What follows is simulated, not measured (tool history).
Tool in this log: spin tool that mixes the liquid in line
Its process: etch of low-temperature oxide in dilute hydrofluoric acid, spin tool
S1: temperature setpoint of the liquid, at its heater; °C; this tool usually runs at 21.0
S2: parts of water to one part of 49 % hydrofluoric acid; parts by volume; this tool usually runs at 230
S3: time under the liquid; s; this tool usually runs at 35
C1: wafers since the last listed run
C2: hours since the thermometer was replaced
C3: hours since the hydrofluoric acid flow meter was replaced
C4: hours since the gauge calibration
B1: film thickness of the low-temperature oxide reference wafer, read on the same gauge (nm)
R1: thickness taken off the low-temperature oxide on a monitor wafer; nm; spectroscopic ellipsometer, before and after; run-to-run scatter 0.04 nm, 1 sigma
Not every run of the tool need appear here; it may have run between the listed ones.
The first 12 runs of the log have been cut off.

run,day,S1,S2,S3,C1,C2,C3,C4,B1,R1
13,55.921,24.5,155,50,3438,182.9,605.8,358.1,39.981,10.571
# day 60.296: hydrofluoric acid flow meter replaced
14,60.317,21.0,230,35,2148,288.4,0.5,463.6,40.019,4.279
15,62.312,21.0,230,35,985,336.3,48.4,511.5,40.042,4.207
16,66.012,21.0,230,35,1826,425.1,137.2,600.3,39.978,4.289
17,68.142,21.0,145,35,1050,476.2,188.3,651.4,39.989,7.169
18,70.075,21.0,195,20,954,522.6,234.7,697.8,40.001,2.899
19,73.229,21.0,230,35,1556,598.3,310.4,773.5,40.007,4.161
20,77.808,25.5,290,20,2259,708.2,420.3,883.4,40.047,2.082
# day 88.704: hydrofluoric acid flow meter replaced
21,91.046,21.0,230,35,6512,1025.9,56.2,1201.1,40.014,4.238
22,93.796,21.0,230,35,1357,1091.9,122.2,1267.1,39.970,4.197
23,96.962,25.5,290,20,1562,1167.9,198.2,1343.1,40.018,2.045
24,98.796,24.0,230,15,904,1211.9,242.2,1387.1,39.967,2.007
25,101.108,23.5,195,50,1141,1267.4,297.7,1442.6,39.996,7.820
26,104.400,21.0,230,20,1624,1346.4,376.7,1521.6,40.035,2.347
27,107.742,21.0,230,30,1649,1426.6,456.9,1601.8,40.027,3.488

Run 28 comes next. What will it give?
28,109.921,21.0,305,20,1075,1478.9,509.2,1654.1,?,?

{"run 28": {"B1": 40.004, "R1": 1.614}}
With the hidden condition absent and the run-to-run variation left alone, this run would have shown R1 1.713 nm.

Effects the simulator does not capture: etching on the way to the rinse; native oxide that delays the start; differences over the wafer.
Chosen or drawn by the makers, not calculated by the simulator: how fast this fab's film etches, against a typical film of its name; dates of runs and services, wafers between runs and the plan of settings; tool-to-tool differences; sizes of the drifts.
